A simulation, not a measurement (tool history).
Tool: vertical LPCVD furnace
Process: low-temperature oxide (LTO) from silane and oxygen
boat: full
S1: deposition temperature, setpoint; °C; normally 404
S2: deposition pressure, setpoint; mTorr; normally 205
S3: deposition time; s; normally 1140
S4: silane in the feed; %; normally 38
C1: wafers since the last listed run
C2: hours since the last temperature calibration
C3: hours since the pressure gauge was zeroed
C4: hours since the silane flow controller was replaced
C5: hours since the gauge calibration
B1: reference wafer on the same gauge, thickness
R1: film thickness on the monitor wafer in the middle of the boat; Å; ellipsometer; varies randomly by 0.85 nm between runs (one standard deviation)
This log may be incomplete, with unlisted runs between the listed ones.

run	hour	S1	S2	S3	S4	C1	C2	C3	C4	C5	B1	R1
1	0	404	205	1140	38	0	4321.1	3791.5	4148.6	86.6	155.8	1509.7
2	42.3	404	205	840	34	580	4363.4	3833.8	4190.9	128.9	155.63	964.7
3	66.8	404	205	1470	38	336	4387.9	3858.3	4215.4	153.4	155.5	1961.3
4	132.6	404	205	1470	38	903	4453.7	3924.1	4281.2	219.2	155.42	1977.2
5	194.9	404	205	1140	38	855	4516	3986.4	4343.5	281.5	155.25	1500.3
6	250.4	412	205	1140	38	761	4571.5	4041.9	4399	337	154.67	1662.4
7	308.9	412	205	1140	38	803	4630	4100.4	4457.5	395.5	154.33	1634.2
8	340.9	412	205	1140	38	439	4662	4132.4	4489.5	427.5	154.04	1643.9
9	373.2	404	205	1140	38	443	4694.3	4164.7	4521.8	459.8	153.85	1510.5
# hour 513.9: silane flow controller replaced
10	514.4	394	250	960	38	1609	4835.5	4305.9	0.5	601	152.18	1360.8
11	563	394	205	1140	38	667	4884.1	4354.5	49.1	649.6	151.98	1317.6
12	617	404	155	1140	38	741	4938.1	4408.5	103.1	703.6	151.05	1105.4
# hour 641.1: gauge calibrated
# hour 649.7: thermocouples replaced and temperature profile calibrated
# hour 672.7: pressure gauge zeroed
13	673.2	393	205	1140	41	126	23.5	0.5	159.3	32.1	155.69	1470.9
14	717.6	393	205	1140	41	609	67.9	44.9	203.7	76.5	155.71	1479.4
15	779	395	230	1140	38	842	129.3	106.3	265.1	137.9	155.55	1558
16	832.4	404	205	1140	38	733	182.7	159.7	318.5	191.3	155.47	1527.9
17	884.2	409	240	1140	38	711	234.5	211.5	370.3	243.1	155.14	1876.6
18	954.3	409	175	1140	38	962	304.6	281.6	440.4	313.2	155.14	1361.9

Here are 3 independent what-if runs from the current tool condition. What would each one return?
A	958.3	401	205	1140	38	54	308.6	285.6	444.4	317.2	?	?
B	958.3	404	170	1140	38	54	308.6	285.6	444.4	317.2	?	?
C	958.3	398	240	1440	38	54	308.6	285.6	444.4	317.2	?	?

run	B1	R1
A	154.92	1459.8
B	154.92	1251.5
C	154.92	2087.3
What these runs would have given with no unlogged condition in the tool:
run	R1
A	1470.2
B	1260.4
C	2102.2

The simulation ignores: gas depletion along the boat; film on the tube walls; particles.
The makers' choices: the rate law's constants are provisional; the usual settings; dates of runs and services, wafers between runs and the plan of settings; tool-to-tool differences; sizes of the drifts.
